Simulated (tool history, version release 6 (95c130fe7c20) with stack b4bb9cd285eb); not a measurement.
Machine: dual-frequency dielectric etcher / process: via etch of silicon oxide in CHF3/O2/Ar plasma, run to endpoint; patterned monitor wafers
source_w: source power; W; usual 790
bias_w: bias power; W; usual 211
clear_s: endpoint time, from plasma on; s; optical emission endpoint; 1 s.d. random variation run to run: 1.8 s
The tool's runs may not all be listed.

run   hour  source_w  bias_w  incoming incoming film thickness, nm  clear_s
  1      0       790     211                                 583.9    245.7
  2   16.9       790     211                                 578.6      241
  3   51.7       790     211                                 571.6    241.4
  4   77.7       790     211                                   574    237.2
  5  103.6       670     234                                 580.4    238.2
  6  125.4       790     211                                 577.4    238.2
  7  203.8       790     211                                 575.6    237.8
     237.4  -- source power generator calibrated
  8  237.9       790     247                                 573.1      218
       269  -- wet clean of the chamber
  9  269.5       700     211                                 573.9    248.4
 10  277.5       700     211                                 579.8    253.1
 11  292.7       870     211                                   569    233.8
 12  327.3       870     211                                 569.6    231.6
 13  362.8       870     211                                   585    234.6
 14    389       890     255                                 578.6    214.3
 15  411.6       790     211                                 574.6    240.3
       436  -- bias power generator calibrated
 16  441.5       880     211                                 572.8    229.6
 17  467.4       790     256                                 578.4    216.8
     493.9  -- upper electrode replaced
 18  494.4       710     211                                 570.2    240.6
 19  515.7       790     211                                 571.2    233.4
 20    551       670     181                                 583.3    270.2
 21  567.6       870     211                                 573.5    228.3
 22  589.7       790     211                                 576.9    232.6
 23  612.9       700     211                                 579.4    241.9
     640.6  -- wet clean of the chamber
 24  641.1       790     211                                 577.1    244.4
 25  642.8       650     250                                 579.1    235.2
 26  656.2       960     178                                 573.4    248.9
 27    670       790     211                                 572.8    242.6
 28  690.3       930     250                                 578.2    215.9
 29    722       790     211                                 582.5      241
 30  737.5       720     176                                 575.7    266.9
 31  770.5       850     211                                 577.3    238.1
 32  783.9       670     196                                 579.6    257.6
 33  801.3       790     211                                 577.7    239.3
 34  828.4       690     195                                 574.4    253.7
 35  840.7       790     211                                   581    238.2
 36  853.3       980     211                                 580.3    225.1

Alternative continuations, all from the tool just after run 36; predict every row:
  A  853.8       620     211                                 583.2        ?
  B  853.8       790     185                                 583.2        ?
  C  853.8       630     164                                 583.2        ?

run  clear_s
  A    251.7
  B    253.6
  C    282.3
What these runs would have given with no unlogged condition in the tool:
run  clear_s
  A    257.6
  B    259.5
  C    288.9
